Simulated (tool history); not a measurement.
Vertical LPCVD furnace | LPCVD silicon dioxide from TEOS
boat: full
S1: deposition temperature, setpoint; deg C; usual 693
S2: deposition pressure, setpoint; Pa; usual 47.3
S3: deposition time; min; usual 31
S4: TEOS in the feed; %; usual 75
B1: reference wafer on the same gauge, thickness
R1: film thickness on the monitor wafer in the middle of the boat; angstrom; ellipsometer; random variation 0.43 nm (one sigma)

run	day	S1	S2	S3	S4	B1	R1
1	0	693	47.3	31	75	256.43	2148.3
2	1.225	693	47.3	31	75	256.72	2155.6
3	2.233	693	47.3	31	75	256.86	2156.2
4	3.088	693	47.3	31	68	256.95	2050.5
5	4.362	693	47.3	31	68	257.25	2053.5
# day 4.9: gauge calibrated
6	5.708	693	47.3	31	85	254.96	2278.6
# day 6.75: thermocouples replaced and temperature profile calibrated
# day 7.004: pressure gauge zeroed
7	7.025	693	47.3	31	85	255.24	2274.2
8	7.192	693	47.3	31	85	255.17	2272.4
9	8.175	693	47.3	31	85	255.4	2279.2
10	9	693	36.7	31	75	255.51	1885.5
# day 10.221: TEOS flow controller replaced
11	10.346	698	47.3	42	75	255.7	3268.2
12	10.912	693	47.3	31	75	255.87	2141.7
13	11.679	686	39.3	43	75	256.05	2297.5
14	12.962	683	52	27	66	256.17	1447.1
15	13.592	693	40.7	31	75	256.28	1999.6
16	14.65	693	54.7	31	75	256.38	2316.4
17	15.2	693	47.3	31	75	256.66	2144.6

Hidden state or all else? Some run-to-run changes of R1, split into what the settings, what came in and random variation would give without the hidden state, and what is left for the hidden state (with any gauge scatter that isn't in both results):
The hidden state here: true tube temperature minus thermocouple reading, K; true pressure minus gauge reading, mTorr; deviation of the TEOS flow from its setpoint, %; gauge reads high (%).
Run 5 -> 6: S4 68 -> 85, gauge calibrated. R1 +225.1 angstrom: hidden state -18.2, all else +243.3.
Run 10 -> 11: S1 693 -> 698, S2 36.7 -> 47.3, S3 31 -> 42, TEOS flow controller replaced. R1 +1382.7 angstrom: hidden state +5.8, all else +1376.9.

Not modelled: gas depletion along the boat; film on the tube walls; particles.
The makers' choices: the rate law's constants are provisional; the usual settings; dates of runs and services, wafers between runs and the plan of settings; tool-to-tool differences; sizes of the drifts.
